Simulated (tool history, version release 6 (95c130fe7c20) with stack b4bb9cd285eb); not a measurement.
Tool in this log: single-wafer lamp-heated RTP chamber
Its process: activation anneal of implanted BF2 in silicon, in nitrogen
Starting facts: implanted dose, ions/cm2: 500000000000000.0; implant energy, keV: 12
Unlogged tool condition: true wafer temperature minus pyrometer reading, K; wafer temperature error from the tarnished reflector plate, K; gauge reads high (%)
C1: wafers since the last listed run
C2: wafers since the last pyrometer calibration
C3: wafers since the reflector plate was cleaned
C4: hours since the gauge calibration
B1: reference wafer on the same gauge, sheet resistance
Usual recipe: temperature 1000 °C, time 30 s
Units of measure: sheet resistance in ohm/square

run 1 hour=0 | temperature=1000 time=30 | C1=0 C2=269 C3=1449 C4=174.5 | B1=282.36 | sheet_resistance=276.73
run 2 hour=17.3 | temperature=1000 time=30 | C1=375 C2=644 C3=1824 C4=191.8 | B1=282.24 | sheet_resistance=274.37
run 3 hour=25.3 | temperature=1000 time=35 | C1=173 C2=817 C3=1998 C4=199.8 | B1=282.37 | sheet_resistance=273.41
run 4 hour=33.5 | temperature=1000 time=35 | C1=177 C2=995 C3=2176 C4=208 | B1=282.03 | sheet_resistance=273.24
run 5 hour=41.7 | temperature=1000 time=35 | C1=177 C2=1173 C3=2353 C4=216.2 | B1=281.89 | sheet_resistance=271.64
run 6 hour=53.5 | temperature=1013 time=40 | C1=255 C2=1429 C3=2609 C4=228 | B1=282.2 | sheet_resistance=257.35
run 7 hour=63.6 | temperature=1013 time=40 | C1=218 C2=1648 C3=2828 C4=238.1 | B1=282.02 | sheet_resistance=258.56
run 8 hour=72.2 | temperature=1000 time=30 | C1=186 C2=1834 C3=3015 C4=246.7 | B1=281.81 | sheet_resistance=274.38
run 9 hour=83.7 | temperature=1000 time=24 | C1=249 C2=2083 C3=3264 C4=258.2 | B1=281.81 | sheet_resistance=278.01
-- hour=96.9 pyrometer window cleaned and pyrometer calibrated
run 10 hour=97.4 | temperature=1007 time=43 | C1=123 C2=11 C3=3388 C4=271.9 | B1=281.8 | sheet_resistance=261.6
run 11 hour=104.8 | temperature=1007 time=43 | C1=160 C2=171 C3=3548 C4=279.3 | B1=282.09 | sheet_resistance=263.16
run 12 hour=115.8 | temperature=1017 time=43 | C1=238 C2=410 C3=3787 C4=290.3 | B1=282.4 | sheet_resistance=252.39
run 13 hour=122 | temperature=1000 time=26 | C1=134 C2=544 C3=3921 C4=296.5 | B1=281.88 | sheet_resistance=277.01
run 14 hour=132.9 | temperature=1000 time=26 | C1=236 C2=781 C3=4157 C4=307.4 | B1=281.85 | sheet_resistance=277.32
run 15 hour=141.1 | temperature=985 time=20 | C1=177 C2=958 C3=4335 C4=315.6 | B1=281.85 | sheet_resistance=294.85
run 16 hour=147.8 | temperature=1000 time=30 | C1=145 C2=1104 C3=4480 C4=322.3 | B1=282.03 | sheet_resistance=275.05
run 17 hour=156.2 | temperature=978 time=22 | C1=182 C2=1286 C3=4663 C4=330.7 | B1=282.15 | sheet_resistance=300.36
run 18 hour=163.1 | temperature=1028 time=21 | C1=149 C2=1435 C3=4812 C4=337.6 | B1=281.72 | sheet_resistance=260.65
-- hour=167 gauge calibrated
run 19 hour=182.4 | temperature=970 time=21 | C1=418 C2=1854 C3=5231 C4=15.4 | B1=281.67 | sheet_resistance=316.87
run 20 hour=196.8 | temperature=1000 time=16 | C1=312 C2=2166 C3=5543 C4=29.8 | B1=282.34 | sheet_resistance=284.22
-- hour=205.6 pyrometer window cleaned and pyrometer calibrated
run 21 hour=213.2 | temperature=1000 time=30 | C1=182 C2=164 C3=5725 C4=46.2 | B1=282.3 | sheet_resistance=270.14
run 22 hour=228.5 | temperature=977 time=46 | C1=331 C2=495 C3=6057 C4=61.5 | B1=282.04 | sheet_resistance=284.44
run 23 hour=240.8 | temperature=984 time=38 | C1=266 C2=762 C3=6323 C4=73.8 | B1=281.79 | sheet_resistance=278.04
run 24 hour=256.4 | temperature=1000 time=30 | C1=338 C2=1100 C3=6662 C4=89.4 | B1=281.65 | sheet_resistance=274.24
-- hour=277 reflector plate cleaned
run 25 hour=277.5 | temperature=1010 time=15 | C1=284 C2=1384 C3=10 C4=110.5 | B1=282.16 | sheet_resistance=282.9
run 26 hour=278.7 | temperature=974 time=23 | C1=26 C2=1410 C3=36 C4=111.7 | B1=281.63 | sheet_resistance=320.81
run 27 hour=286.3 | temperature=992 time=17 | C1=164 C2=1575 C3=201 C4=119.3 | B1=281.95 | sheet_resistance=299.86
run 28 hour=301.2 | temperature=1014 time=38 | C1=323 C2=1898 C3=524 C4=134.2 | B1=281.98 | sheet_resistance=264.3
-- hour=315.9 pyrometer window cleaned and pyrometer calibrated
run 29 hour=317 | temperature=1000 time=30 | C1=169 C2=23 C3=693 C4=150 | B1=282.08 | sheet_resistance=278.91
run 30 hour=328.7 | temperature=1023 time=30 | C1=253 C2=277 C3=947 C4=161.7 | B1=282.11 | sheet_resistance=258.13
run 31 hour=353.1 | temperature=973 time=30 | C1=529 C2=806 C3=1476 C4=186.1 | B1=282.04 | sheet_resistance=303.41
run 32 hour=360.4 | temperature=987 time=39 | C1=158 C2=964 C3=1634 C4=193.4 | B1=282.09 | sheet_resistance=281.8
run 33 hour=368.7 | temperature=991 time=41 | C1=179 C2=1144 C3=1814 C4=201.7 | B1=281.86 | sheet_resistance=275.16
run 34 hour=385.4 | temperature=1008 time=30 | C1=362 C2=1506 C3=2176 C4=218.4 | B1=282.03 | sheet_resistance=269.02
run 35 hour=395.1 | temperature=982 time=35 | C1=210 C2=1716 C3=2387 C4=228.1 | B1=282.17 | sheet_resistance=289.93
run 36 hour=412.1 | temperature=976 time=39 | C1=368 C2=2085 C3=2755 C4=245.1 | B1=282.02 | sheet_resistance=289.6

What if the next run were any one of these 5? Each begins from the tool's condition after run 36:
run A hour=412.5 | temperature=990 time=30 | C1=8 C2=2094 C3=2764 C4=245.5 | B1=? | sheet_resistance=?
run B hour=412.5 | temperature=1026 time=30 | C1=8 C2=2094 C3=2764 C4=245.5 | B1=? | sheet_resistance=?
run C hour=412.5 | temperature=975 time=48 | C1=8 C2=2094 C3=2764 C4=245.5 | B1=? | sheet_resistance=?
run D hour=412.5 | temperature=990 time=44 | C1=8 C2=2094 C3=2764 C4=245.5 | B1=? | sheet_resistance=?
run E hour=412.5 | temperature=989 time=30 | C1=8 C2=2094 C3=2764 C4=245.5 | B1=? | sheet_resistance=?

run=A B1=282.14 sheet_resistance=282.51
run=B B1=282.14 sheet_resistance=254
run=C B1=282.14 sheet_resistance=287.2
run=D B1=282.14 sheet_resistance=274.97
run=E B1=282.14 sheet_resistance=283.39
What these runs would have given with no unlogged condition in the tool:
run=A sheet_resistance=287.91
run=B sheet_resistance=259.14
run=C sheet_resistance=293.63
run=D sheet_resistance=279.9
run=E sheet_resistance=288.98
